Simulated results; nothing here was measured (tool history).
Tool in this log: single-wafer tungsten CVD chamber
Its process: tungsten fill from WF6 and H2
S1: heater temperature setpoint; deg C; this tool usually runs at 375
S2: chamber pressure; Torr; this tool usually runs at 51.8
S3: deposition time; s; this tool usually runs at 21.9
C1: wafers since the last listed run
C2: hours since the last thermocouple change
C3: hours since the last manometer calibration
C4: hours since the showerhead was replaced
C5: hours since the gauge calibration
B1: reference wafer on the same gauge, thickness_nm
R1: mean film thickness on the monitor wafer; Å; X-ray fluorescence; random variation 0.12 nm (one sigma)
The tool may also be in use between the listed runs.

run 1 hour=0.0 | S1=371 S2=51.8 S3=21.9 | C1=0 C2=2339.9 C3=1916.6 C4=6988.5 C5=115.9 | B1=49.349 | R1=515.77
run 2 hour=15.2 | S1=371 S2=51.8 S3=21.9 | C1=526 C2=2355.1 C3=1931.8 C4=7003.7 C5=131.1 | B1=49.330 | R1=517.12
run 3 hour=27.9 | S1=371 S2=51.8 S3=21.9 | C1=440 C2=2367.8 C3=1944.5 C4=7016.4 C5=143.8 | B1=49.320 | R1=518.01
run 4 hour=44.8 | S1=375 S2=51.8 S3=21.9 | C1=585 C2=2384.7 C3=1961.4 C4=7033.3 C5=160.7 | B1=49.301 | R1=561.15
run 5 hour=57.7 | S1=375 S2=51.8 S3=21.9 | C1=447 C2=2397.6 C3=1974.3 C4=7046.2 C5=173.6 | B1=49.291 | R1=561.90
-- hour=73.2 capacitance manometer re-zeroed and calibrated
run 6 hour=75.7 | S1=375 S2=51.8 S3=21.9 | C1=346 C2=2415.6 C3=2.5 C4=7064.2 C5=191.6 | B1=49.309 | R1=562.46
run 7 hour=92.0 | S1=375 S2=51.8 S3=21.9 | C1=564 C2=2431.9 C3=18.8 C4=7080.5 C5=207.9 | B1=49.273 | R1=564.00
run 8 hour=101.9 | S1=375 S2=51.8 S3=21.9 | C1=343 C2=2441.8 C3=28.7 C4=7090.4 C5=217.8 | B1=49.306 | R1=562.35
run 9 hour=116.0 | S1=379 S2=51.8 S3=21.9 | C1=488 C2=2455.9 C3=42.8 C4=7104.5 C5=231.9 | B1=49.310 | R1=608.25
run 10 hour=123.3 | S1=385 S2=43.8 S3=21.9 | C1=253 C2=2463.2 C3=50.1 C4=7111.8 C5=239.2 | B1=49.291 | R1=629.10
-- hour=134.2 gauge calibrated
-- hour=145.6 thermocouple changed; heater temperature recalibrated
run 11 hour=146.1 | S1=375 S2=44.5 S3=23.5 | C1=512 C2=0.5 C3=72.9 C4=7134.6 C5=11.9 | B1=49.312 | R1=592.86
-- hour=157.9 showerhead replaced
run 12 hour=158.4 | S1=375 S2=57.9 S3=17.6 | C1=149 C2=12.8 C3=85.2 C4=0.5 C5=24.2 | B1=49.256 | R1=504.62
run 13 hour=170.6 | S1=375 S2=51.8 S3=21.9 | C1=422 C2=25.0 C3=97.4 C4=12.7 C5=36.4 | B1=49.320 | R1=594.52
run 14 hour=180.5 | S1=363 S2=59.6 S3=24.1 | C1=343 C2=34.9 C3=107.3 C4=22.6 C5=46.3 | B1=49.296 | R1=549.04
run 15 hour=192.2 | S1=386 S2=58.5 S3=25.7 | C1=405 C2=46.6 C3=119.0 C4=34.3 C5=58.0 | B1=49.330 | R1=912.80
-- hour=205.5 thermocouple changed; heater temperature recalibrated, repeated, since the last time left the tool worse
run 16 hour=206.0 | S1=375 S2=51.8 S3=21.9 | C1=201 C2=0.5 C3=132.8 C4=48.1 C5=71.8 | B1=49.303 | R1=507.59
run 17 hour=208.0 | S1=375 S2=51.8 S3=21.9 | C1=69 C2=2.5 C3=134.8 C4=50.1 C5=73.8 | B1=49.299 | R1=511.22
run 18 hour=217.3 | S1=385 S2=57.8 S3=24.2 | C1=322 C2=11.8 C3=144.1 C4=59.4 C5=83.1 | B1=49.319 | R1=724.78
run 19 hour=233.1 | S1=375 S2=51.8 S3=18.8 | C1=547 C2=27.6 C3=159.9 C4=75.2 C5=98.9 | B1=49.267 | R1=436.71
run 20 hour=241.1 | S1=385 S2=57.8 S3=24.2 | C1=277 C2=35.6 C3=167.9 C4=83.2 C5=106.9 | B1=49.255 | R1=719.84

State the hidden condition of the tool at each of the runs:
true pressure above the setpoint (%): 0, the same for each run
gauge reads high (%): 0, the same for each run
H1: wafer temperature above the value expected at the setpoint (K)
run=1 H1=4.55
run=2 H1=4.61
run=3 H1=4.66
run=4 H1=4.73
run=5 H1=4.78
run=6 H1=4.85
run=7 H1=4.91
run=8 H1=4.95
run=9 H1=5.01
run=10 H1=5.04
run=11 H1=7.8
run=12 H1=7.8
run=13 H1=7.8
run=14 H1=7.8
run=15 H1=7.8
run=16 H1=-0.0812
run=17 H1=-0.0812
run=18 H1=-0.0811
run=19 H1=-0.0806
run=20 H1=-0.0802
